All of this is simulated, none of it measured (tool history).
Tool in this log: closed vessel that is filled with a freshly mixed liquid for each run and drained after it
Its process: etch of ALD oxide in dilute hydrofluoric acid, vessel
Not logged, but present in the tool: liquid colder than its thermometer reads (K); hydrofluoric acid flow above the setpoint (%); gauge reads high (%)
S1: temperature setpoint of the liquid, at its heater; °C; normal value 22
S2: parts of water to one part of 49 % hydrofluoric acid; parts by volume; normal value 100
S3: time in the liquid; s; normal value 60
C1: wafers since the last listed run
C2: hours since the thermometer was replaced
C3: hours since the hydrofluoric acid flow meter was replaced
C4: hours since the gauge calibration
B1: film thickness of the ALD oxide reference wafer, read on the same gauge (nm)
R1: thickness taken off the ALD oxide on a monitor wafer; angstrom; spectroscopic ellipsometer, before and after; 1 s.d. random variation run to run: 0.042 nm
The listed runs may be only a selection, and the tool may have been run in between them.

{"run": 1, "day": 0.0, "S1": 22, "S2": 100, "S3": 60, "C1": 0, "C2": 2200.1, "C3": 529, "C4": 595.1, "B1": 30.01, "R1": 74.6}
{"run": 2, "day": 0.538, "S1": 22, "S2": 100, "S3": 60, "C1": 1835, "C2": 2213, "C3": 541.9, "C4": 608, "B1": 30, "R1": 74.8}
{"run": 3, "day": 1.058, "S1": 22, "S2": 100, "S3": 60, "C1": 1778, "C2": 2225.5, "C3": 554.4, "C4": 620.5, "B1": 29.98, "R1": 74.3}
{"run": 4, "day": 1.8, "S1": 22, "S2": 100, "S3": 60, "C1": 2533, "C2": 2243.3, "C3": 572.2, "C4": 638.3, "B1": 29.99, "R1": 74.2}
{"run": 5, "day": 2.362, "S1": 22, "S2": 100, "S3": 60, "C1": 1921, "C2": 2256.8, "C3": 585.7, "C4": 651.8, "B1": 29.98, "R1": 75.7}
{"day": 2.946, "done": "gauge calibrated"}
{"run": 6, "day": 4.333, "S1": 22, "S2": 100, "S3": 60, "C1": 6731, "C2": 2304.1, "C3": 633, "C4": 33.3, "B1": 29.96, "R1": 75.2}
{"run": 7, "day": 4.671, "S1": 25.5, "S2": 100, "S3": 60, "C1": 1152, "C2": 2312.2, "C3": 641.1, "C4": 41.4, "B1": 29.96, "R1": 86.4}
{"run": 8, "day": 5.071, "S1": 25.5, "S2": 100, "S3": 60, "C1": 1366, "C2": 2321.8, "C3": 650.7, "C4": 51, "B1": 30, "R1": 86.6}
{"run": 9, "day": 5.604, "S1": 25.5, "S2": 100, "S3": 60, "C1": 1821, "C2": 2334.6, "C3": 663.5, "C4": 63.8, "B1": 30.02, "R1": 87.4}
{"run": 10, "day": 6.35, "S1": 23.5, "S2": 100, "S3": 45, "C1": 2547, "C2": 2352.5, "C3": 681.4, "C4": 81.7, "B1": 30.01, "R1": 60.3}
{"run": 11, "day": 7.058, "S1": 23.5, "S2": 100, "S3": 45, "C1": 2419, "C2": 2369.5, "C3": 698.4, "C4": 98.7, "B1": 30.01, "R1": 60.1}
{"run": 12, "day": 7.375, "S1": 20.5, "S2": 100, "S3": 60, "C1": 1081, "C2": 2377.1, "C3": 706, "C4": 106.3, "B1": 30.02, "R1": 70.5}
{"run": 13, "day": 7.767, "S1": 19, "S2": 80, "S3": 90, "C1": 1337, "C2": 2386.5, "C3": 715.4, "C4": 115.7, "B1": 29.99, "R1": 128.4}
{"run": 14, "day": 8.254, "S1": 18, "S2": 50, "S3": 60, "C1": 1665, "C2": 2398.2, "C3": 727.1, "C4": 127.4, "B1": 30.02, "R1": 133.7}
{"run": 15, "day": 8.521, "S1": 22, "S2": 130, "S3": 85, "C1": 910, "C2": 2404.6, "C3": 733.5, "C4": 133.8, "B1": 29.98, "R1": 80.1}
{"day": 8.808, "done": "hydrofluoric acid flow meter replaced"}
{"run": 16, "day": 9.721, "S1": 22, "S2": 100, "S3": 85, "C1": 3956, "C2": 2433.4, "C3": 21.9, "C4": 162.6, "B1": 29.99, "R1": 101.2}
{"run": 17, "day": 10.071, "S1": 22, "S2": 100, "S3": 60, "C1": 1195, "C2": 2441.8, "C3": 30.3, "C4": 171, "B1": 30, "R1": 71.2}
{"run": 18, "day": 10.471, "S1": 22, "S2": 125, "S3": 60, "C1": 1366, "C2": 2451.4, "C3": 39.9, "C4": 180.6, "B1": 30, "R1": 56.2}
{"day": 10.533, "done": "thermometer replaced"}
{"run": 19, "day": 11.042, "S1": 22, "S2": 100, "S3": 60, "C1": 1807, "C2": 12.2, "C3": 53.6, "C4": 194.3, "B1": 30.03, "R1": 79}
{"run": 20, "day": 11.583, "S1": 22, "S2": 100, "S3": 60, "C1": 1850, "C2": 25.2, "C3": 66.6, "C4": 207.3, "B1": 29.99, "R1": 80}
{"run": 21, "day": 12.325, "S1": 22, "S2": 100, "S3": 80, "C1": 2533, "C2": 43, "C3": 84.4, "C4": 225.1, "B1": 30, "R1": 105.3}
{"run": 22, "day": 12.667, "S1": 25.5, "S2": 100, "S3": 60, "C1": 1166, "C2": 51.2, "C3": 92.6, "C4": 233.3, "B1": 30.03, "R1": 91.1}
{"run": 23, "day": 13.142, "S1": 25.5, "S2": 75, "S3": 70, "C1": 1622, "C2": 62.6, "C3": 104, "C4": 244.7, "B1": 29.99, "R1": 147.4}
{"run": 24, "day": 13.621, "S1": 22, "S2": 100, "S3": 60, "C1": 1636, "C2": 74.1, "C3": 115.5, "C4": 256.2, "B1": 30.02, "R1": 79.4}
{"run": 25, "day": 14.367, "S1": 20.5, "S2": 100, "S3": 60, "C1": 2547, "C2": 92, "C3": 133.4, "C4": 274.1, "B1": 30.01, "R1": 74.6}
{"run": 26, "day": 14.829, "S1": 22, "S2": 100, "S3": 60, "C1": 1579, "C2": 103.1, "C3": 144.5, "C4": 285.2, "B1": 29.99, "R1": 79.6}
{"run": 27, "day": 15.092, "S1": 22, "S2": 100, "S3": 60, "C1": 896, "C2": 109.4, "C3": 150.8, "C4": 291.5, "B1": 30, "R1": 79.5}
{"run": 28, "day": 16.679, "S1": 26.5, "S2": 100, "S3": 90, "C1": 5421, "C2": 147.5, "C3": 188.9, "C4": 329.6, "B1": 29.99, "R1": 142.8}
{"run": 29, "day": 17.308, "S1": 22, "S2": 120, "S3": 40, "C1": 2148, "C2": 162.6, "C3": 204, "C4": 344.7, "B1": 29.99, "R1": 43.3}
{"run": 30, "day": 17.8, "S1": 24.5, "S2": 135, "S3": 75, "C1": 1679, "C2": 174.4, "C3": 215.8, "C4": 356.5, "B1": 30.02, "R1": 78.5}
{"run": 31, "day": 18.183, "S1": 22, "S2": 80, "S3": 90, "C1": 1309, "C2": 183.6, "C3": 225, "C4": 365.7, "B1": 29.99, "R1": 153}
{"run": 32, "day": 18.454, "S1": 23.5, "S2": 65, "S3": 60, "C1": 925, "C2": 190.1, "C3": 231.5, "C4": 372.2, "B1": 29.99, "R1": 137.3}
{"run": 33, "day": 19.071, "S1": 18.5, "S2": 100, "S3": 60, "C1": 2106, "C2": 204.9, "C3": 246.3, "C4": 387, "B1": 30.02, "R1": 69.2}
{"run": 34, "day": 19.433, "S1": 22, "S2": 100, "S3": 30, "C1": 1238, "C2": 213.6, "C3": 255, "C4": 395.7, "B1": 30, "R1": 40.3}

Forecast each of these 4 alternatives for the next run:
{"run": "A", "day": 19.462, "S1": 22, "S2": 135, "S3": 60, "C1": 99, "C2": 214.3, "C3": 255.7, "C4": 396.4, "B1": "?", "R1": "?"}
{"run": "B", "day": 19.462, "S1": 19, "S2": 130, "S3": 75, "C1": 99, "C2": 214.3, "C3": 255.7, "C4": 396.4, "B1": "?", "R1": "?"}
{"run": "C", "day": 19.462, "S1": 20, "S2": 100, "S3": 60, "C1": 99, "C2": 214.3, "C3": 255.7, "C4": 396.4, "B1": "?", "R1": "?"}
{"run": "D", "day": 19.462, "S1": 17.5, "S2": 100, "S3": 60, "C1": 99, "C2": 214.3, "C3": 255.7, "C4": 396.4, "B1": "?", "R1": "?"}

run=A B1=30 R1=56.3
run=B B1=30 R1=65.1
run=C B1=30 R1=72.8
run=D B1=30 R1=65.6
Without the tool's hidden state the same runs would have given:
run=A R1=55.2
run=B R1=63.9
run=C R1=71.5
run=D R1=64.4
